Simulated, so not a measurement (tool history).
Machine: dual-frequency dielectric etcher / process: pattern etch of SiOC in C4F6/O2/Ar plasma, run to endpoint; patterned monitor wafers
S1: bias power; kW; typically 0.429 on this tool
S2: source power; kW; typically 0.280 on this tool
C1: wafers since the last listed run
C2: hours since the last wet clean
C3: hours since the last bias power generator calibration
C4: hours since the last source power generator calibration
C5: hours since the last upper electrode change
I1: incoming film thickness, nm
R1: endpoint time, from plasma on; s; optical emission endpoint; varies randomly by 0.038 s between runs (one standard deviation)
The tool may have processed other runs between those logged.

{"run": 1, "hour": 0.0, "S1": 0.429, "S2": 0.28, "C1": 0, "C2": 433.8, "C3": 1527.9, "C4": 2261.7, "C5": 4347.1, "I1": 33.57, "R1": 12.9}
{"run": 2, "hour": 34.0, "S1": 0.429, "S2": 0.28, "C1": 547, "C2": 467.8, "C3": 1561.9, "C4": 2295.7, "C5": 4381.1, "I1": 33.53, "R1": 12.9}
{"run": 3, "hour": 68.3, "S1": 0.429, "S2": 0.28, "C1": 552, "C2": 502.1, "C3": 1596.2, "C4": 2330.0, "C5": 4415.4, "I1": 33.64, "R1": 13.0}
{"run": 4, "hour": 126.1, "S1": 0.429, "S2": 0.28, "C1": 930, "C2": 559.9, "C3": 1654.0, "C4": 2387.8, "C5": 4473.2, "I1": 33.48, "R1": 12.9}
{"run": 5, "hour": 147.9, "S1": 0.429, "S2": 0.28, "C1": 351, "C2": 581.7, "C3": 1675.8, "C4": 2409.6, "C5": 4495.0, "I1": 33.91, "R1": 13.1}
{"run": 6, "hour": 163.4, "S1": 0.429, "S2": 0.28, "C1": 249, "C2": 597.2, "C3": 1691.3, "C4": 2425.1, "C5": 4510.5, "I1": 33.99, "R1": 13.1}
{"run": 7, "hour": 220.6, "S1": 0.429, "S2": 0.28, "C1": 921, "C2": 654.4, "C3": 1748.5, "C4": 2482.3, "C5": 4567.7, "I1": 33.69, "R1": 13.0}
{"hour": 259.0, "done": "upper electrode replaced"}
{"hour": 271.8, "done": "wet clean of the chamber"}
{"run": 8, "hour": 272.3, "S1": 0.429, "S2": 0.28, "C1": 239, "C2": 0.5, "C3": 1800.2, "C4": 2534.0, "C5": 13.3, "I1": 33.88, "R1": 12.9}
{"run": 9, "hour": 272.7, "S1": 0.429, "S2": 0.28, "C1": 6, "C2": 0.9, "C3": 1800.6, "C4": 2534.4, "C5": 13.7, "I1": 33.89, "R1": 12.8}
{"run": 10, "hour": 300.4, "S1": 0.429, "S2": 0.31, "C1": 446, "C2": 28.6, "C3": 1828.3, "C4": 2562.1, "C5": 41.4, "I1": 33.79, "R1": 12.3}
{"run": 11, "hour": 343.6, "S1": 0.429, "S2": 0.31, "C1": 695, "C2": 71.8, "C3": 1871.5, "C4": 2605.3, "C5": 84.6, "I1": 33.84, "R1": 12.3}
{"run": 12, "hour": 365.9, "S1": 0.429, "S2": 0.28, "C1": 359, "C2": 94.1, "C3": 1893.8, "C4": 2627.6, "C5": 106.9, "I1": 33.54, "R1": 12.7}
{"run": 13, "hour": 389.8, "S1": 0.429, "S2": 0.28, "C1": 384, "C2": 118.0, "C3": 1917.7, "C4": 2651.5, "C5": 130.8, "I1": 33.53, "R1": 12.7}
{"run": 14, "hour": 404.9, "S1": 0.429, "S2": 0.28, "C1": 243, "C2": 133.1, "C3": 1932.8, "C4": 2666.6, "C5": 145.9, "I1": 33.85, "R1": 12.9}
{"run": 15, "hour": 431.1, "S1": 0.375, "S2": 0.28, "C1": 421, "C2": 159.3, "C3": 1959.0, "C4": 2692.8, "C5": 172.1, "I1": 33.99, "R1": 13.5}
{"run": 16, "hour": 444.6, "S1": 0.375, "S2": 0.28, "C1": 217, "C2": 172.8, "C3": 1972.5, "C4": 2706.3, "C5": 185.6, "I1": 33.61, "R1": 13.3}
{"hour": 462.4, "done": "bias power generator calibrated"}
{"run": 17, "hour": 478.7, "S1": 0.375, "S2": 0.28, "C1": 484, "C2": 206.9, "C3": 16.3, "C4": 2740.4, "C5": 219.7, "I1": 34.16, "R1": 13.5}
{"run": 18, "hour": 508.7, "S1": 0.429, "S2": 0.28, "C1": 483, "C2": 236.9, "C3": 46.3, "C4": 2770.4, "C5": 249.7, "I1": 33.85, "R1": 13.0}
{"run": 19, "hour": 528.7, "S1": 0.429, "S2": 0.28, "C1": 322, "C2": 256.9, "C3": 66.3, "C4": 2790.4, "C5": 269.7, "I1": 33.81, "R1": 12.9}
{"run": 20, "hour": 557.1, "S1": 0.344, "S2": 0.32, "C1": 457, "C2": 285.3, "C3": 94.7, "C4": 2818.8, "C5": 298.1, "I1": 33.9, "R1": 13.2}
{"run": 21, "hour": 570.6, "S1": 0.522, "S2": 0.34, "C1": 217, "C2": 298.8, "C3": 108.2, "C4": 2832.3, "C5": 311.6, "I1": 33.75, "R1": 11.3}
{"run": 22, "hour": 590.7, "S1": 0.429, "S2": 0.28, "C1": 323, "C2": 318.9, "C3": 128.3, "C4": 2852.4, "C5": 331.7, "I1": 33.79, "R1": 12.9}
{"run": 23, "hour": 619.6, "S1": 0.479, "S2": 0.3, "C1": 465, "C2": 347.8, "C3": 157.2, "C4": 2881.3, "C5": 360.6, "I1": 33.85, "R1": 12.2}
{"hour": 634.6, "done": "source power generator calibrated"}
{"run": 24, "hour": 650.4, "S1": 0.512, "S2": 0.26, "C1": 431, "C2": 378.6, "C3": 188.0, "C4": 15.8, "C5": 391.4, "I1": 33.92, "R1": 12.7}
{"run": 25, "hour": 679.8, "S1": 0.336, "S2": 0.22, "C1": 473, "C2": 408.0, "C3": 217.4, "C4": 45.2, "C5": 420.8, "I1": 33.98, "R1": 15.4}
{"run": 26, "hour": 695.1, "S1": 0.429, "S2": 0.28, "C1": 246, "C2": 423.3, "C3": 232.7, "C4": 60.5, "C5": 436.1, "I1": 33.7, "R1": 13.0}
{"run": 27, "hour": 714.0, "S1": 0.429, "S2": 0.26, "C1": 304, "C2": 442.2, "C3": 251.6, "C4": 79.4, "C5": 455.0, "I1": 33.73, "R1": 13.4}
{"run": 28, "hour": 735.7, "S1": 0.482, "S2": 0.34, "C1": 349, "C2": 463.9, "C3": 273.3, "C4": 101.1, "C5": 476.7, "I1": 33.48, "R1": 11.4}
{"run": 29, "hour": 758.6, "S1": 0.429, "S2": 0.28, "C1": 368, "C2": 486.8, "C3": 296.2, "C4": 124.0, "C5": 499.6, "I1": 33.77, "R1": 13.0}
{"run": 30, "hour": 793.9, "S1": 0.35, "S2": 0.3, "C1": 568, "C2": 522.1, "C3": 331.5, "C4": 159.3, "C5": 534.9, "I1": 34.16, "R1": 13.6}
{"run": 31, "hour": 809.9, "S1": 0.504, "S2": 0.33, "C1": 257, "C2": 538.1, "C3": 347.5, "C4": 175.3, "C5": 550.9, "I1": 33.94, "R1": 11.6}
{"run": 32, "hour": 828.5, "S1": 0.469, "S2": 0.23, "C1": 299, "C2": 556.7, "C3": 366.1, "C4": 193.9, "C5": 569.5, "I1": 33.7, "R1": 13.6}
{"run": 33, "hour": 846.8, "S1": 0.377, "S2": 0.26, "C1": 294, "C2": 575.0, "C3": 384.4, "C4": 212.2, "C5": 587.8, "I1": 33.97, "R1": 14.0}
{"run": 34, "hour": 859.7, "S1": 0.362, "S2": 0.28, "C1": 207, "C2": 587.9, "C3": 397.3, "C4": 225.1, "C5": 600.7, "I1": 33.89, "R1": 13.7}

Give the tool's hidden conditions for every run:
bias power that arrives over what is set, %: 0 at every run
source power that arrives over what is set, %: 0 at every run
H1: etch rate over this chamber's usual, %
run=1 H1=-1.42
run=2 H1=-1.51
run=3 H1=-1.61
run=4 H1=-1.78
run=5 H1=-1.84
run=6 H1=-1.88
run=7 H1=-2.05
run=8 H1=-0.214
run=9 H1=-0.215
run=10 H1=-0.294
run=11 H1=-0.418
run=12 H1=-0.481
run=13 H1=-0.55
run=14 H1=-0.593
run=15 H1=-0.667
run=16 H1=-0.706
run=17 H1=-0.803
run=18 H1=-0.889
run=19 H1=-0.946
run=20 H1=-1.03
run=21 H1=-1.07
run=22 H1=-1.12
run=23 H1=-1.21
run=24 H1=-1.29
run=25 H1=-1.38
run=26 H1=-1.42
run=27 H1=-1.47
run=28 H1=-1.54
run=29 H1=-1.6
run=30 H1=-1.7
run=31 H1=-1.75
run=32 H1=-1.8
run=33 H1=-1.85
run=34 H1=-1.89
